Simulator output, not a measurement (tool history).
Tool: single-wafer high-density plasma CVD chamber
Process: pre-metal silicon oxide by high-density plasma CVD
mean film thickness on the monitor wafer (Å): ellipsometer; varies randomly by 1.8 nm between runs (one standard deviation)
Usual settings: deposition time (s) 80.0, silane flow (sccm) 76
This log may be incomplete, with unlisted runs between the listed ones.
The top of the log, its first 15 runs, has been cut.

run     day  deposition time (s)  silane flow (sccm)  read-back reference wafer on the same gauge, thickness_nm  mean film thickness on the monitor wafer (Å)
 16  27.892                 80.0                  71                                                    472.226                                       5220.09
 17  29.562                 80.0                  76                                                    471.610                                       5561.01
 18  32.462                 80.0                  76                                                    472.288                                       5589.85
 19  34.612                 80.0                  76                                                    471.776                                       5552.49
     37.204  -- silane flow controller replaced
 20  37.225                 66.9                  68                                                    472.234                                       4681.68
 21  38.771                 80.0                  61                                                    472.376                                       5039.49
 22  41.096                 85.0                  88                                                    472.149                                       7702.05
 23  42.279                 75.8                  70                                                    471.761                                       5470.89
     43.558  -- gauge calibrated
 24  43.750                 80.0                  89                                                    472.182                                       7308.71
     46.442  -- silane flow controller replaced, repeated, since the last time left the tool worse
 25  46.596                 80.0                  76                                                    471.648                                       5870.61
 26  49.325                 80.0                  66                                                    472.065                                       5079.12
 27  53.496                 70.5                  72                                                    471.819                                       4857.35
 28  54.904                 93.0                  80                                                    471.873                                       7107.11
 29  57.275                 80.0                  76                                                    472.050                                       5791.64
 30  60.200                 85.8                  89                                                    471.905                                       7266.14
 31  61.454                 85.5                  85                                                    471.940                                       6912.48
 32  63.846                 85.5                  69                                                    472.073                                       5607.31

Predict each of these 3 candidate next runs independently; none follows another, all start after run 32:
  A  63.862                 80.0                  69                                                          ?                                             ?
  B  63.862                 71.9                  64                                                          ?                                             ?
  C  63.862                 65.2                  67                                                          ?                                             ?

run  read-back reference wafer on the same gauge, thickness_nm  mean film thickness on the monitor wafer (Å)
  A                                                    472.096                                       5246.03
  B                                                    472.096                                       4373.21
  C                                                    472.096                                       4151.58
The same runs, with their run-to-run variation unchanged, on a tool lacking any hidden condition would have given:
run  mean film thickness on the monitor wafer (Å)
  A                                       5303.89
  B                                       4421.45
  C                                       4197.38
